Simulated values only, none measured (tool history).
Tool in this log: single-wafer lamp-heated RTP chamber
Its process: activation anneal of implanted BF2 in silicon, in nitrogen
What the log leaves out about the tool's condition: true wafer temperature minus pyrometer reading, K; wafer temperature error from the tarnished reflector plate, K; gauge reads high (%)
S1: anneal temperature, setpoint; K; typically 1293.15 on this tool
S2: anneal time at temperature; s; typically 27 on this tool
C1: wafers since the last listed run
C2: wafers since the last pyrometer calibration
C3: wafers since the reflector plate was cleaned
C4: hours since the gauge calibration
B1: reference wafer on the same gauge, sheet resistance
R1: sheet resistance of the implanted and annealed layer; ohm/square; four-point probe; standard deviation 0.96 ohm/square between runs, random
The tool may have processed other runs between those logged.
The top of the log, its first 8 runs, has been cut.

run,hour,S1,S2,C1,C2,C3,C4,B1,R1
9,140.6,1304.15,27,69,6023,2004,263.8,699.38,646.58
10,156.2,1293.15,27,150,6174,2155,279.4,699.65,648.05
11,163.8,1293.15,27,73,6247,2229,287,699.85,647.65
12,171.2,1293.15,27,71,6319,2300,294.4,699.81,648.51
13,185,1293.15,27,133,6453,2434,308.2,700.16,649.14
14,198.1,1293.15,27,126,6579,2561,321.3,700.36,647.53
15,204.6,1293.15,27,62,6642,2624,327.8,700.59,649.05
16,248,1315.15,27,420,7062,3044,371.2,701.8,644.15
17,264.4,1315.15,27,158,7221,3202,387.6,701.85,645.33
18,276.3,1315.15,27,115,7336,3318,399.5,701.99,646.79
19,292.6,1293.15,27,157,7494,3475,415.8,702.49,650.36
20,303.1,1319.15,22,101,7596,3577,426.3,702.85,647.04
# hour 322.8: pyrometer window cleaned and pyrometer calibrated
21,323.3,1293.15,27,118,4,3695,446.5,703.24,649.81
22,326.4,1293.15,27,30,34,3725,449.6,703.34,651.61

What will run 23 give?
23,340.6,1293.15,41,137,172,3862,463.8,?,?

B1: 703.32
R1: 646.17 ohm/square
With the hidden condition absent and the run-to-run variation left alone, this run would have shown R1 638.41 ohm/square.
